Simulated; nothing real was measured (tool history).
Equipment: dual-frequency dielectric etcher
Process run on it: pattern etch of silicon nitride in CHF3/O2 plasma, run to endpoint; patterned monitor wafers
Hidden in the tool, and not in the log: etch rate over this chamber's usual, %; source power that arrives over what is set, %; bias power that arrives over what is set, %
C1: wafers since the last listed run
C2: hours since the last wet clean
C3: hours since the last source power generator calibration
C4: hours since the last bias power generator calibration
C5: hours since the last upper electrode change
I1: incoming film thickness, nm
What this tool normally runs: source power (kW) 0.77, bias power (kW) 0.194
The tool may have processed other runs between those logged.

{"run": 1, "hour": 0.0, "source power (kW)": 0.77, "bias power (kW)": 0.194, "C1": 0, "C2": 4.5, "C3": 3532.6, "C4": 3690.8, "C5": 4168.1, "I1": 106.3, "endpoint time (s)": 65}
{"run": 2, "hour": 26.1, "source power (kW)": 0.77, "bias power (kW)": 0.194, "C1": 323, "C2": 30.6, "C3": 3558.7, "C4": 3716.9, "C5": 4194.2, "I1": 106.2, "endpoint time (s)": 64.7}
{"run": 3, "hour": 44.5, "source power (kW)": 0.77, "bias power (kW)": 0.194, "C1": 228, "C2": 49, "C3": 3577.1, "C4": 3735.3, "C5": 4212.6, "I1": 105.3, "endpoint time (s)": 64}
{"run": 4, "hour": 66.1, "source power (kW)": 0.77, "bias power (kW)": 0.194, "C1": 267, "C2": 70.6, "C3": 3598.7, "C4": 3756.9, "C5": 4234.2, "I1": 106, "endpoint time (s)": 63.9}
{"run": 5, "hour": 102.1, "source power (kW)": 0.77, "bias power (kW)": 0.194, "C1": 446, "C2": 106.6, "C3": 3634.7, "C4": 3792.9, "C5": 4270.2, "I1": 105.9, "endpoint time (s)": 64.3}
{"run": 6, "hour": 114.2, "source power (kW)": 0.77, "bias power (kW)": 0.194, "C1": 150, "C2": 118.7, "C3": 3646.8, "C4": 3805, "C5": 4282.3, "I1": 105.5, "endpoint time (s)": 63.5}
{"run": 7, "hour": 146.7, "source power (kW)": 0.85, "bias power (kW)": 0.194, "C1": 403, "C2": 151.2, "C3": 3679.3, "C4": 3837.5, "C5": 4314.8, "I1": 106.3, "endpoint time (s)": 61.1}
{"run": 8, "hour": 171.1, "source power (kW)": 0.85, "bias power (kW)": 0.194, "C1": 302, "C2": 175.6, "C3": 3703.7, "C4": 3861.9, "C5": 4339.2, "I1": 106.6, "endpoint time (s)": 61.2}
{"run": 9, "hour": 199.0, "source power (kW)": 0.77, "bias power (kW)": 0.194, "C1": 346, "C2": 203.5, "C3": 3731.6, "C4": 3889.8, "C5": 4367.1, "I1": 107.2, "endpoint time (s)": 64.7}
{"run": 10, "hour": 220.3, "source power (kW)": 0.77, "bias power (kW)": 0.194, "C1": 264, "C2": 224.8, "C3": 3752.9, "C4": 3911.1, "C5": 4388.4, "I1": 106.4, "endpoint time (s)": 64.1}
{"run": 11, "hour": 296.2, "source power (kW)": 0.77, "bias power (kW)": 0.194, "C1": 941, "C2": 300.7, "C3": 3828.8, "C4": 3987, "C5": 4464.3, "I1": 106.7, "endpoint time (s)": 63.9}
{"run": 12, "hour": 310.7, "source power (kW)": 0.77, "bias power (kW)": 0.194, "C1": 179, "C2": 315.2, "C3": 3843.3, "C4": 4001.5, "C5": 4478.8, "I1": 105.8, "endpoint time (s)": 63.5}
{"run": 13, "hour": 409.2, "source power (kW)": 0.94, "bias power (kW)": 0.167, "C1": 1222, "C2": 413.7, "C3": 3941.8, "C4": 4100, "C5": 4577.3, "I1": 107.1, "endpoint time (s)": 62.8}
{"run": 14, "hour": 422.7, "source power (kW)": 0.77, "bias power (kW)": 0.194, "C1": 167, "C2": 427.2, "C3": 3955.3, "C4": 4113.5, "C5": 4590.8, "I1": 106.5, "endpoint time (s)": 63.3}
{"hour": 454.0, "done": "wet clean of the chamber"}
{"run": 15, "hour": 454.5, "source power (kW)": 0.59, "bias power (kW)": 0.161, "C1": 96, "C2": 0.5, "C3": 3987.1, "C4": 4145.3, "C5": 4622.6, "I1": 107.1, "endpoint time (s)": 82.8}
{"run": 16, "hour": 474.5, "source power (kW)": 0.77, "bias power (kW)": 0.194, "C1": 248, "C2": 20.5, "C3": 4007.1, "C4": 4165.3, "C5": 4642.6, "I1": 106, "endpoint time (s)": 64.8}
{"run": 17, "hour": 496.5, "source power (kW)": 0.84, "bias power (kW)": 0.18, "C1": 272, "C2": 42.5, "C3": 4029.1, "C4": 4187.3, "C5": 4664.6, "I1": 107.1, "endpoint time (s)": 65}
{"hour": 547.2, "done": "upper electrode replaced"}
{"run": 18, "hour": 547.7, "source power (kW)": 0.77, "bias power (kW)": 0.194, "C1": 337, "C2": 93.7, "C3": 4080.3, "C4": 4238.5, "C5": 0.5, "I1": 106.8, "endpoint time (s)": 64.5}
{"run": 19, "hour": 548.1, "source power (kW)": 0.85, "bias power (kW)": 0.194, "C1": 4, "C2": 94.1, "C3": 4080.7, "C4": 4238.9, "C5": 0.9, "I1": 106.7, "endpoint time (s)": 61.7}
{"run": 20, "hour": 571.0, "source power (kW)": 0.83, "bias power (kW)": 0.215, "C1": 284, "C2": 117, "C3": 4103.6, "C4": 4261.8, "C5": 23.8, "I1": 106.7, "endpoint time (s)": 59.3}
{"run": 21, "hour": 597.2, "source power (kW)": 0.77, "bias power (kW)": 0.234, "C1": 325, "C2": 143.2, "C3": 4129.8, "C4": 4288, "C5": 50, "I1": 106.2, "endpoint time (s)": 58.4}
{"hour": 612.8, "done": "bias power generator calibrated"}
{"run": 22, "hour": 627.9, "source power (kW)": 0.77, "bias power (kW)": 0.194, "C1": 331, "C2": 173.9, "C3": 4160.5, "C4": 15.1, "C5": 80.7, "I1": 106.1, "endpoint time (s)": 64.2}
{"run": 23, "hour": 658.8, "source power (kW)": 0.68, "bias power (kW)": 0.194, "C1": 383, "C2": 204.8, "C3": 4191.4, "C4": 46, "C5": 111.6, "I1": 106.7, "endpoint time (s)": 68.3}
{"hour": 668.5, "done": "source power generator calibrated"}
{"run": 24, "hour": 690.9, "source power (kW)": 0.88, "bias power (kW)": 0.194, "C1": 348, "C2": 236.9, "C3": 22.4, "C4": 78.1, "C5": 143.7, "I1": 105.6, "endpoint time (s)": 59.4}
{"run": 25, "hour": 717.9, "source power (kW)": 0.67, "bias power (kW)": 0.194, "C1": 334, "C2": 263.9, "C3": 49.4, "C4": 105.1, "C5": 170.7, "I1": 105.7, "endpoint time (s)": 68.2}
{"run": 26, "hour": 736.1, "source power (kW)": 0.89, "bias power (kW)": 0.171, "C1": 225, "C2": 282.1, "C3": 67.6, "C4": 123.3, "C5": 188.9, "I1": 105.9, "endpoint time (s)": 63.7}
{"run": 27, "hour": 765.1, "source power (kW)": 0.66, "bias power (kW)": 0.175, "C1": 359, "C2": 311.1, "C3": 96.6, "C4": 152.3, "C5": 217.9, "I1": 106.7, "endpoint time (s)": 73.1}
{"run": 28, "hour": 780.0, "source power (kW)": 0.84, "bias power (kW)": 0.164, "C1": 184, "C2": 326, "C3": 111.5, "C4": 167.2, "C5": 232.8, "I1": 106.7, "endpoint time (s)": 67}
{"run": 29, "hour": 814.5, "source power (kW)": 0.77, "bias power (kW)": 0.237, "C1": 428, "C2": 360.5, "C3": 146, "C4": 201.7, "C5": 267.3, "I1": 106.3, "endpoint time (s)": 57.5}
{"run": 30, "hour": 847.4, "source power (kW)": 0.77, "bias power (kW)": 0.166, "C1": 408, "C2": 393.4, "C3": 178.9, "C4": 234.6, "C5": 300.2, "I1": 104, "endpoint time (s)": 67.2}
{"run": 31, "hour": 860.5, "source power (kW)": 0.93, "bias power (kW)": 0.208, "C1": 162, "C2": 406.5, "C3": 192, "C4": 247.7, "C5": 313.3, "I1": 106.3, "endpoint time (s)": 56}
{"run": 32, "hour": 881.6, "source power (kW)": 0.77, "bias power (kW)": 0.194, "C1": 261, "C2": 427.6, "C3": 213.1, "C4": 268.8, "C5": 334.4, "I1": 106.3, "endpoint time (s)": 63.6}
{"run": 33, "hour": 989.3, "source power (kW)": 0.77, "bias power (kW)": 0.194, "C1": 1336, "C2": 535.3, "C3": 320.8, "C4": 376.5, "C5": 442.1, "I1": 106, "endpoint time (s)": 62.9}
{"run": 34, "hour": 1003.9, "source power (kW)": 0.84, "bias power (kW)": 0.233, "C1": 181, "C2": 549.9, "C3": 335.4, "C4": 391.1, "C5": 456.7, "I1": 106.9, "endpoint time (s)": 55.4}
{"hour": 1028.8, "done": "wet clean of the chamber"}
{"run": 35, "hour": 1031.6, "source power (kW)": 0.77, "bias power (kW)": 0.194, "C1": 45, "C2": 2.8, "C3": 363.1, "C4": 418.8, "C5": 484.4, "I1": 106.7, "endpoint time (s)": 64.9}
{"run": 36, "hour": 1060.3, "source power (kW)": 0.9, "bias power (kW)": 0.194, "C1": 356, "C2": 31.5, "C3": 391.8, "C4": 447.5, "C5": 513.1, "I1": 106.5, "endpoint time (s)": 59.9}

Selected run-to-run steps in endpoint time (s), each split into two signed amounts: the part the tool would show with no hidden state at all (from settings, incoming material and random variation), and the remainder, which goes to the hidden state together with any gauge scatter not common to the measured and the hidden-state-free results:
Run 12 -> 13: source power (kW) 0.77 -> 0.94, bias power (kW) 0.194 -> 0.167. endpoint time (s) -0.7: hidden state -0.4, all else -0.3.
Run 14 -> 15: source power (kW) 0.77 -> 0.59, bias power (kW) 0.194 -> 0.161, wet clean of the chamber. endpoint time (s) +19.5: hidden state +1.5, all else +18.
Run 15 -> 16: source power (kW) 0.59 -> 0.77, bias power (kW) 0.161 -> 0.194. endpoint time (s) -18: hidden state -0.1, all else -17.9.
Run 30 -> 31: source power (kW) 0.77 -> 0.93, bias power (kW) 0.166 -> 0.208. endpoint time (s) -11.2: hidden state +0.2, all else -11.4.
Run 34 -> 35: source power (kW) 0.84 -> 0.77, bias power (kW) 0.233 -> 0.194, wet clean of the chamber. endpoint time (s) +9.5: hidden state +1.5, all else +8.

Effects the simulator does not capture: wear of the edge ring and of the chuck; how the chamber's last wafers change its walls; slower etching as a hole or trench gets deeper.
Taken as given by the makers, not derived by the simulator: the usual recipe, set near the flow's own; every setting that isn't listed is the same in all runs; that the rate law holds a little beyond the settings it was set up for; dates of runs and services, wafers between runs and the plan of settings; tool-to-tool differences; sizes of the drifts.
